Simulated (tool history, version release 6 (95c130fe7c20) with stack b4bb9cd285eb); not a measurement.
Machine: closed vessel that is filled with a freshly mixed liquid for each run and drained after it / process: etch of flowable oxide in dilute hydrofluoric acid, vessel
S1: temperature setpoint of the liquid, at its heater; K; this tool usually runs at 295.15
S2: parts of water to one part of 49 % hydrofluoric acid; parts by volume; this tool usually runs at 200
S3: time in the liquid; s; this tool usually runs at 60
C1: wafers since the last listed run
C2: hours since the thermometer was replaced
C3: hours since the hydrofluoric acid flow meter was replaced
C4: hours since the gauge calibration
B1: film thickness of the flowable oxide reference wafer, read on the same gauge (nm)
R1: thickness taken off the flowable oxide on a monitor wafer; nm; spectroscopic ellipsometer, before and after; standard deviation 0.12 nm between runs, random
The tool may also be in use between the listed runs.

run    hour      S1   S2  S3     C1     C2      C3      C4      B1     R1
  1     0.0  295.15  200  60      0  416.1  1951.7   552.0  133.23  12.96
  2    45.5  295.15  200  60   5656  461.6  1997.2   597.5  133.43  12.91
  3    90.3  295.15  200  60   5569  506.4  2042.0   642.3  133.66  13.05
  4   257.1  295.15  200  60  20736  673.2  2208.8   809.1  134.59  13.13
  5   307.6  295.15  200  60   6277  723.7  2259.3   859.6  134.85  13.10
  6   374.4  295.15  200  60   8304  790.5  2326.1   926.4  135.13  13.16
  7   440.2  295.15  200  60   8180  856.3  2391.9   992.2  135.48  12.98
      468.8  -- hydrofluoric acid flow meter replaced
  8   478.4  295.15  200  60   4624  894.5     9.6  1030.4  135.71  13.18
  9   574.5  295.15  200  90  11946  990.6   105.7  1126.5  136.18  20.05
      582.7  -- thermometer replaced
 10   623.3  291.65  200  80   5942   40.6   154.5  1175.3  136.43  15.71
 11   716.2  293.65  255  35  11549  133.5   247.4  1268.2  136.90   5.59
 12   768.5  292.65  235  60   6501  185.8   299.7  1320.5  137.23  10.08
 13   861.9  295.15  200  60  11611  279.2   393.1  1413.9  137.67  13.51
      975.7  -- gauge calibrated
 14  1069.7  295.15  200  60  25832  487.0   600.9    94.0  129.67  12.60
 15  1137.0  295.15  295  90   8366  554.3   668.2   161.3  130.04  11.63
 16  1240.4  295.15  200  60  12854  657.7   771.6   264.7  130.63  12.62

Each row is a separate what-if for the run after 16, all from the same tool condition, not one after another. Results?
  A  1241.1  298.65  200  60  87  658.4  772.3  265.4   ?   ?
  B  1241.1  295.15  200  95  87  658.4  772.3  265.4   ?   ?
  C  1241.1  293.15  200  80  87  658.4  772.3  265.4   ?   ?
  D  1241.1  290.65  200  45  87  658.4  772.3  265.4   ?   ?

run      B1     R1
  A  130.55  14.45
  B  130.55  20.10
  C  130.55  15.68
  D  130.55   8.00
The same runs, with their run-to-run variation unchanged, on a tool lacking any hidden condition would have given:
run     R1
  A  14.39
  B  20.01
  C  15.61
  D   7.96
